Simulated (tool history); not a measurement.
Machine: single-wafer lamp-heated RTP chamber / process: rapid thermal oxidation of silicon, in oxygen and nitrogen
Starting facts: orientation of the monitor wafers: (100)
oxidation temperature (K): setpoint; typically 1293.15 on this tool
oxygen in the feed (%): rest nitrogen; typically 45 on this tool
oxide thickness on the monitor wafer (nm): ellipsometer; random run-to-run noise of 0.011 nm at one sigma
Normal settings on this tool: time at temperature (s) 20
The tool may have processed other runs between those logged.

| run | day | oxidation temperature (K) | time at temperature (s) | oxygen in the feed (%) | wafers since the last listed run | wafers since the last pyrometer calibration | hours since the oxygen flow controller was replaced | hours since the gauge calibration | read-back reference wafer on the same gauge, thickness | oxide thickness on the monitor wafer (nm) |
|---|---|---|---|---|---|---|---|---|---|---|
| 1 | 0.000 | 1293.15 | 24 | 45 | 0 | 2662 | 6494.1 | 123.0 | 3.650 | 3.584 |
| 2 | 0.733 | 1293.15 | 24 | 45 | 242 | 2905 | 6511.7 | 140.6 | 3.647 | 3.605 |
| 3 | 2.233 | 1293.15 | 24 | 45 | 495 | 3400 | 6547.7 | 176.6 | 3.652 | 3.643 |
| 4 | 2.796 | 1304.15 | 20 | 45 | 185 | 3586 | 6561.2 | 190.1 | 3.652 | 3.605 |
| 5 | 4.067 | 1293.15 | 20 | 45 | 419 | 4006 | 6591.7 | 220.6 | 3.649 | 3.386 |
| 6 | 5.196 | 1293.15 | 20 | 57 | 373 | 4379 | 6618.8 | 247.7 | 3.650 | 3.662 |
| 7 | 5.842 | 1293.15 | 20 | 57 | 213 | 4592 | 6634.3 | 263.2 | 3.651 | 3.659 |
| 8 | 7.408 | 1293.15 | 20 | 45 | 517 | 5110 | 6671.9 | 300.8 | 3.651 | 3.436 |
| 9 | 8.688 | 1293.15 | 20 | 45 | 422 | 5533 | 6702.6 | 331.5 | 3.651 | 3.432 |
| 10 | 9.767 | 1293.15 | 20 | 45 | 356 | 5889 | 6728.5 | 357.4 | 3.651 | 3.477 |
| 11 | 10.762 | 1293.15 | 11 | 45 | 329 | 6218 | 6752.4 | 381.3 | 3.649 | 2.874 |

What will run 12 give?
| 12 | 12.046 | 1293.15 | 20 | 45 | 423 | 6642 | 6783.2 | 412.1 | ? | ? |

read-back reference wafer on the same gauge, thickness: 3.648
oxide thickness on the monitor wafer (nm): 3.473
Without the tool's hidden state the same run would have given oxide thickness on the monitor wafer (nm) 3.322.
